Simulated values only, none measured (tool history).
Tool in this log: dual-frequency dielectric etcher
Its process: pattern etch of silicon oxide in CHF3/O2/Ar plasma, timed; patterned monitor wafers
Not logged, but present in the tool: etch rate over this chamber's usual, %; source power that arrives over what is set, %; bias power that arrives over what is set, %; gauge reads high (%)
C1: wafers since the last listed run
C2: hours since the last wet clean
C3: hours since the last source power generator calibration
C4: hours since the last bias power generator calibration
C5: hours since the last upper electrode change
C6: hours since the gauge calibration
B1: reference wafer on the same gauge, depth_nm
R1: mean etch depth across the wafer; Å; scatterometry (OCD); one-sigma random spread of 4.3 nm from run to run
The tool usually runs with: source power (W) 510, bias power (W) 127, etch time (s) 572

Run 1, hour 0.0: usual settings but source power (W) 560, bias power (W) 134; C1 0; C2 140.2; C3 3559.7; C4 4476.0; C5 3605.3; C6 285.1; B1 1063.2. Result: R1 9922 Å.
Run 2, hour 19.6: usual settings but source power (W) 560, bias power (W) 134; C1 44; C2 159.8; C3 3579.3; C4 4495.6; C5 3624.9; C6 304.7; B1 1062.7. Result: R1 9933 Å.
Run 3, hour 52.7: usual settings but source power (W) 560, bias power (W) 134; C1 74; C2 192.9; C3 3612.4; C4 4528.7; C5 3658.0; C6 337.8; B1 1062.9. Result: R1 9851 Å.
Run 4, hour 74.4: usual settings; C1 48; C2 214.6; C3 3634.1; C4 4550.4; C5 3679.7; C6 359.5; B1 1062.8. Result: R1 9127 Å.
Run 5, hour 109.0: usual settings; C1 77; C2 249.2; C3 3668.7; C4 4585.0; C5 3714.3; C6 394.1; B1 1063.0. Result: R1 9135 Å.
Run 6, hour 124.7: usual settings; C1 35; C2 264.9; C3 3684.4; C4 4600.7; C5 3730.0; C6 409.8; B1 1063.8. Result: R1 9122 Å.
Run 7, hour 145.2: usual settings; C1 46; C2 285.4; C3 3704.9; C4 4621.2; C5 3750.5; C6 430.3; B1 1063.6. Result: R1 9097 Å.
Run 8, hour 163.0: usual settings but bias power (W) 138; C1 40; C2 303.2; C3 3722.7; C4 4639.0; C5 3768.3; C6 448.1; B1 1063.5. Result: R1 9376 Å.
Run 9, hour 182.3: usual settings but bias power (W) 138; C1 43; C2 322.5; C3 3742.0; C4 4658.3; C5 3787.6; C6 467.4; B1 1061.7. Result: R1 9399 Å.
Run 10, hour 212.2: usual settings but source power (W) 440; C1 67; C2 352.4; C3 3771.9; C4 4688.2; C5 3817.5; C6 497.3; B1 1064.7. Result: R1 8231 Å.
At hour 248.1: bias power generator calibrated.
Run 11, hour 254.5: usual settings but source power (W) 440; C1 86; C2 394.7; C3 3814.2; C4 6.4; C5 3859.8; C6 539.6; B1 1062.2. Result: R1 8207 Å.
At hour 281.6: upper electrode replaced.
Run 12, hour 282.1: usual settings; C1 8; C2 422.3; C3 3841.8; C4 34.0; C5 0.5; C6 567.2; B1 1063.1. Result: R1 9042 Å.
Run 13, hour 292.7: usual settings; C1 23; C2 432.9; C3 3852.4; C4 44.6; C5 11.1; C6 577.8; B1 1063.1. Result: R1 9034 Å.
Run 14, hour 304.9: usual settings but source power (W) 450, bias power (W) 144; C1 27; C2 445.1; C3 3864.6; C4 56.8; C5 23.3; C6 590.0; B1 1064.3. Result: R1 8750 Å.
At hour 357.5: source power generator calibrated.
Run 15, hour 358.0: usual settings but source power (W) 600, etch time (s) 414; C1 110; C2 498.2; C3 0.5; C4 109.9; C5 76.4; C6 643.1; B1 1062.9. Result: R1 7163 Å.
Run 16, hour 382.2: usual settings; C1 54; C2 522.4; C3 24.7; C4 134.1; C5 100.6; C6 667.3; B1 1061.9. Result: R1 9066 Å.
Run 17, hour 404.2: usual settings but source power (W) 450; C1 49; C2 544.4; C3 46.7; C4 156.1; C5 122.6; C6 689.3; B1 1063.3. Result: R1 8309 Å.
At hour 407.8: gauge calibrated.
At hour 437.6: wet clean of the chamber.
Run 18, hour 438.1: usual settings but bias power (W) 156, etch time (s) 460; C1 22; C2 0.5; C3 80.6; C4 190.0; C5 156.5; C6 30.3; B1 1063.3. Result: R1 8107 Å.
Run 19, hour 445.0: usual settings but source power (W) 560, etch time (s) 664; C1 15; C2 7.4; C3 87.5; C4 196.9; C5 163.4; C6 37.2; B1 1062.3. Result: R1 11451 Å.
Run 20, hour 466.9: usual settings; C1 49; C2 29.3; C3 109.4; C4 218.8; C5 185.3; C6 59.1; B1 1063.6. Result: R1 9296 Å.
Run 21, hour 500.9: usual settings; C1 76; C2 63.3; C3 143.4; C4 252.8; C5 219.3; C6 93.1; B1 1063.9. Result: R1 9237 Å.
Run 22, hour 530.9: usual settings but source power (W) 470, bias power (W) 100, etch time (s) 479; C1 67; C2 93.3; C3 173.4; C4 282.8; C5 249.3; C6 123.1; B1 1063.1. Result: R1 6706 Å.
Run 23, hour 619.5: usual settings but bias power (W) 116; C1 199; C2 181.9; C3 262.0; C4 371.4; C5 337.9; C6 211.7; B1 1063.3. Result: R1 8894 Å.
Run 24, hour 633.8: usual settings but etch time (s) 665; C1 32; C2 196.2; C3 276.3; C4 385.7; C5 352.2; C6 226.0; B1 1061.8. Result: R1 10669 Å.

Hidden state, per run?
source power that arrives over what is set, %: 0 on each run
bias power that arrives over what is set, %: 0 on each run
gauge reads high (%): 0 on each run
H1: etch rate over this chamber's usual, %
run      H1
  1   -1.21
  2   -1.31
  3   -1.49
  4   -1.61
  5   -1.79
  6   -1.87
  7   -1.98
  8   -2.08
  9   -2.18
 10   -2.34
 11   -2.56
 12   -2.71
 13   -2.77
 14   -2.83
 15   -3.11
 16   -3.24
 17   -3.36
 18  -0.306
 19  -0.343
 20  -0.459
 21   -0.64
 22  -0.799
 23   -1.27
 24   -1.35
